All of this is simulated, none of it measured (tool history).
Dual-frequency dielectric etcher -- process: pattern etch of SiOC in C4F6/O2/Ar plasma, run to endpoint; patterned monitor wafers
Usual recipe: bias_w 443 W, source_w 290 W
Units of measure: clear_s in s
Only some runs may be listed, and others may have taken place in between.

run	hour	bias_w	source_w	incoming incoming film thickness, nm	clear_s
1	0.0	443	290	30.73	11.3
# hour 22.0: wet clean of the chamber
2	43.3	500	310	30.50	11.1
3	256.1	443	290	30.44	11.5
4	313.4	443	290	30.69	11.5
5	342.6	443	290	30.04	11.2
6	382.7	443	290	30.49	11.4
7	490.2	443	290	30.37	11.3
8	623.6	443	290	30.58	11.2
9	674.3	443	290	30.60	11.2
# hour 739.4: wet clean of the chamber
10	739.9	358	290	30.48	12.2
11	769.9	358	290	30.57	12.2
12	815.1	358	290	30.49	12.0
13	872.6	443	290	30.37	11.5
14	917.3	443	290	30.65	11.5
15	972.1	384	290	30.63	11.8
16	1036.0	384	290	30.46	11.8
17	1098.7	443	290	30.54	11.3
# hour 1131.3: bias power generator calibrated
18	1141.9	443	310	30.47	11.1
19	1171.9	443	360	30.46	10.3
20	1216.9	356	320	31.08	11.6
21	1258.5	496	290	30.32	10.9
22	1312.3	480	290	30.61	10.9
# hour 1342.1: source power generator calibrated
# hour 1346.3: upper electrode replaced
23	1352.1	539	290	30.52	10.6
# hour 1409.8: wet clean of the chamber
24	1419.4	443	240	30.59	12.5
25	1464.5	337	290	30.55	12.2
26	1516.8	480	260	30.36	11.8
27	1657.7	443	290	30.64	11.5
28	1727.9	403	240	30.67	12.5
29	1778.9	401	290	30.40	11.4
30	1831.1	443	270	30.72	11.6
31	1879.2	443	290	30.49	11.3
32	1914.3	372	290	30.53	11.6

Here are 3 independent what-if runs from the current tool condition. What would each one return?
A	1914.7	443	290	30.49	?
B	1914.7	388	230	30.49	?
C	1914.7	443	330	30.49	?

run	clear_s
A	11.3
B	12.7
C	10.8
Without the tool's unlogged condition, the same runs would have read:
run	clear_s
A	11.8
B	13.3
C	11.3
